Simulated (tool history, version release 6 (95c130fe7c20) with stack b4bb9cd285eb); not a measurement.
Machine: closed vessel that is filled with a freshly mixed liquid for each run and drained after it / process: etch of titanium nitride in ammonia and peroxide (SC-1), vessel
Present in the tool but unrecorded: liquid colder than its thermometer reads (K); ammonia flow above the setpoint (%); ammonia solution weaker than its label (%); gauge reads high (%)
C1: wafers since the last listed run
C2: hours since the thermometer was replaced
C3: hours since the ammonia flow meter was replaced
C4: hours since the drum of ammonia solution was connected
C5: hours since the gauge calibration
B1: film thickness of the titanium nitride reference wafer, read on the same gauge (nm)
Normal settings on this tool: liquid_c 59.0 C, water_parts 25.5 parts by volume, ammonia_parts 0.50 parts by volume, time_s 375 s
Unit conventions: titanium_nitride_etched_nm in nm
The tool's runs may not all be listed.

run 1 hour=0.0 | liquid_c=59.0 water_parts=25.5 ammonia_parts=0.50 time_s=375 | C1=0 C2=1959.5 C3=1554.9 C4=94.0 C5=905.0 | B1=80.01 | titanium_nitride_etched_nm=16.80
run 2 hour=59.0 | liquid_c=59.0 water_parts=25.5 ammonia_parts=0.50 time_s=210 | C1=3398 C2=2018.5 C3=1613.9 C4=153.0 C5=964.0 | B1=80.03 | titanium_nitride_etched_nm=9.35
run 3 hour=92.8 | liquid_c=59.0 water_parts=25.5 ammonia_parts=0.50 time_s=375 | C1=1946 C2=2052.3 C3=1647.7 C4=186.8 C5=997.8 | B1=80.01 | titanium_nitride_etched_nm=16.62
-- hour=105.7 new drum of ammonia solution connected, repeated, since the last time left the tool worse
run 4 hour=134.0 | liquid_c=59.0 water_parts=25.5 ammonia_parts=0.50 time_s=375 | C1=2315 C2=2093.5 C3=1688.9 C4=28.3 C5=1039.0 | B1=80.02 | titanium_nitride_etched_nm=17.21
run 5 hour=179.2 | liquid_c=64.0 water_parts=25.5 ammonia_parts=0.50 time_s=375 | C1=2603 C2=2138.7 C3=1734.1 C4=73.5 C5=1084.2 | B1=79.97 | titanium_nitride_etched_nm=23.83
run 6 hour=223.3 | liquid_c=64.0 water_parts=25.5 ammonia_parts=0.50 time_s=375 | C1=2540 C2=2182.8 C3=1778.2 C4=117.6 C5=1128.3 | B1=79.99 | titanium_nitride_etched_nm=23.54
run 7 hour=255.8 | liquid_c=64.0 water_parts=25.5 ammonia_parts=0.50 time_s=375 | C1=1871 C2=2215.3 C3=1810.7 C4=150.1 C5=1160.8 | B1=80.01 | titanium_nitride_etched_nm=23.34
run 8 hour=291.6 | liquid_c=59.0 water_parts=25.5 ammonia_parts=0.50 time_s=375 | C1=2062 C2=2251.1 C3=1846.5 C4=185.9 C5=1196.6 | B1=80.02 | titanium_nitride_etched_nm=17.15
-- hour=292.7 thermometer replaced
run 9 hour=341.9 | liquid_c=59.0 water_parts=25.5 ammonia_parts=0.50 time_s=375 | C1=2839 C2=49.2 C3=1896.8 C4=236.2 C5=1246.9 | B1=80.01 | titanium_nitride_etched_nm=17.07
run 10 hour=405.0 | liquid_c=59.0 water_parts=37.5 ammonia_parts=0.70 time_s=375 | C1=3634 C2=112.3 C3=1959.9 C4=299.3 C5=1310.0 | B1=80.00 | titanium_nitride_etched_nm=14.60
-- hour=414.1 new drum of ammonia solution connected
run 11 hour=452.4 | liquid_c=59.0 water_parts=25.5 ammonia_parts=0.50 time_s=210 | C1=2672 C2=159.7 C3=2007.3 C4=38.3 C5=1357.4 | B1=80.01 | titanium_nitride_etched_nm=9.65
-- hour=477.9 ammonia flow meter replaced
run 12 hour=479.3 | liquid_c=59.0 water_parts=25.5 ammonia_parts=0.50 time_s=375 | C1=1491 C2=186.6 C3=1.4 C4=65.2 C5=1384.3 | B1=80.00 | titanium_nitride_etched_nm=17.20
run 13 hour=503.9 | liquid_c=59.0 water_parts=34.0 ammonia_parts=0.50 time_s=225 | C1=1416 C2=211.2 C3=26.0 C4=89.8 C5=1408.9 | B1=80.00 | titanium_nitride_etched_nm=8.66
-- hour=545.8 gauge calibrated
run 14 hour=565.9 | liquid_c=66.0 water_parts=25.5 ammonia_parts=0.70 time_s=215 | C1=3571 C2=273.2 C3=88.0 C4=151.8 C5=20.1 | B1=79.98 | titanium_nitride_etched_nm=16.28
run 15 hour=600.9 | liquid_c=59.0 water_parts=31.5 ammonia_parts=0.35 time_s=375 | C1=2015 C2=308.2 C3=123.0 C4=186.8 C5=55.1 | B1=79.98 | titanium_nitride_etched_nm=14.03
run 16 hour=626.3 | liquid_c=59.0 water_parts=25.5 ammonia_parts=0.50 time_s=515 | C1=1462 C2=333.6 C3=148.4 C4=212.2 C5=80.5 | B1=79.99 | titanium_nitride_etched_nm=23.49
run 17 hour=665.5 | liquid_c=59.0 water_parts=25.5 ammonia_parts=0.50 time_s=375 | C1=2257 C2=372.8 C3=187.6 C4=251.4 C5=119.7 | B1=79.99 | titanium_nitride_etched_nm=16.97
run 18 hour=702.1 | liquid_c=59.0 water_parts=25.5 ammonia_parts=0.70 time_s=600 | C1=2108 C2=409.4 C3=224.2 C4=288.0 C5=156.3 | B1=80.00 | titanium_nitride_etched_nm=28.88
run 19 hour=773.5 | liquid_c=68.5 water_parts=25.5 ammonia_parts=0.60 time_s=555 | C1=4112 C2=480.8 C3=295.6 C4=359.4 C5=227.7 | B1=79.98 | titanium_nitride_etched_nm=47.63
-- hour=808.5 new drum of ammonia solution connected
run 20 hour=811.3 | liquid_c=59.0 water_parts=25.5 ammonia_parts=0.50 time_s=375 | C1=2119 C2=518.6 C3=333.4 C4=2.8 C5=265.5 | B1=80.00 | titanium_nitride_etched_nm=17.10
run 21 hour=878.7 | liquid_c=59.0 water_parts=25.5 ammonia_parts=0.50 time_s=375 | C1=3882 C2=586.0 C3=400.8 C4=70.2 C5=332.9 | B1=79.98 | titanium_nitride_etched_nm=17.07
run 22 hour=905.4 | liquid_c=51.5 water_parts=25.5 ammonia_parts=0.50 time_s=375 | C1=1537 C2=612.7 C3=427.5 C4=96.9 C5=359.6 | B1=80.01 | titanium_nitride_etched_nm=10.29
run 23 hour=970.5 | liquid_c=59.0 water_parts=14.0 ammonia_parts=0.50 time_s=585 | C1=3749 C2=677.8 C3=492.6 C4=162.0 C5=424.7 | B1=80.00 | titanium_nitride_etched_nm=37.13

What will run 24 give?
run 24 hour=1042.0 | liquid_c=65.0 water_parts=25.5 ammonia_parts=0.50 time_s=375 | C1=4118 C2=749.3 C3=564.1 C4=233.5 C5=496.2 | B1=? | titanium_nitride_etched_nm=?

B1: 79.99
titanium_nitride_etched_nm: 24.85 nm
Were there no unlogged condition in the tool, this run, its random variation unchanged, would have produced titanium_nitride_etched_nm 25.11 nm.
